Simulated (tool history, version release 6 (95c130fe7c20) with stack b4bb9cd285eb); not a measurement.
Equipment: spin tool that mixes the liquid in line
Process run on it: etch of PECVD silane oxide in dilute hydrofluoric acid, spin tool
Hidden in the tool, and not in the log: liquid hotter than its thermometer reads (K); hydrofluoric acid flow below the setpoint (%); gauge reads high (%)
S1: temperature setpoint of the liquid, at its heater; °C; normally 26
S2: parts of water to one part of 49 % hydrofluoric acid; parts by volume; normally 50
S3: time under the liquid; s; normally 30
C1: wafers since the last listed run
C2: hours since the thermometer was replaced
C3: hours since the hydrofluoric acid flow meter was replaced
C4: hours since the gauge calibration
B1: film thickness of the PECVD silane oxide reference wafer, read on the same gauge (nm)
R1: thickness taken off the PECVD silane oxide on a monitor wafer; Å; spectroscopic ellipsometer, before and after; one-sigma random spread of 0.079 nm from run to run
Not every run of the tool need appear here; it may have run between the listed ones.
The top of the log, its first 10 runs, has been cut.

run   hour    S1  S2  S3   C1      C2     C3     C4      B1     R1
 11  110.9    26  50  30  119  1153.5  701.7   88.4   99.97  123.8
 12  117.7    26  50  30   82  1160.3  708.5   95.2   99.97  123.9
 13    166    26  50  30  588  1208.6  756.8  143.5   99.98  124.1
 14  178.7    26  50  30  154  1221.3  769.5  156.2   99.95  122.9
 15  187.4    26  50  30  106    1230  778.2  164.9  100.02  123.3
 16  200.4    26  50  30  158    1243  791.2  177.9     100  124.3
 17  240.5    26  50  30  488  1283.1  831.3    218  100.01  124.1
 18  247.9  22.5  50  15   90  1290.5  838.7  225.4  100.02   54.4
     250.7  -- hydrofluoric acid flow meter replaced
 19  265.5  23.5  70  30  202  1308.1   14.8    243  100.02   83.1

Expected results for the next run?
 20  281.8  26  65  30  198  1324.4  31.1  259.3   ?   ?

B1: 99.98
R1: 99.2 Å
Were there no unlogged condition in the tool, this run, its random variation unchanged, would have produced R1 89.8 Å.
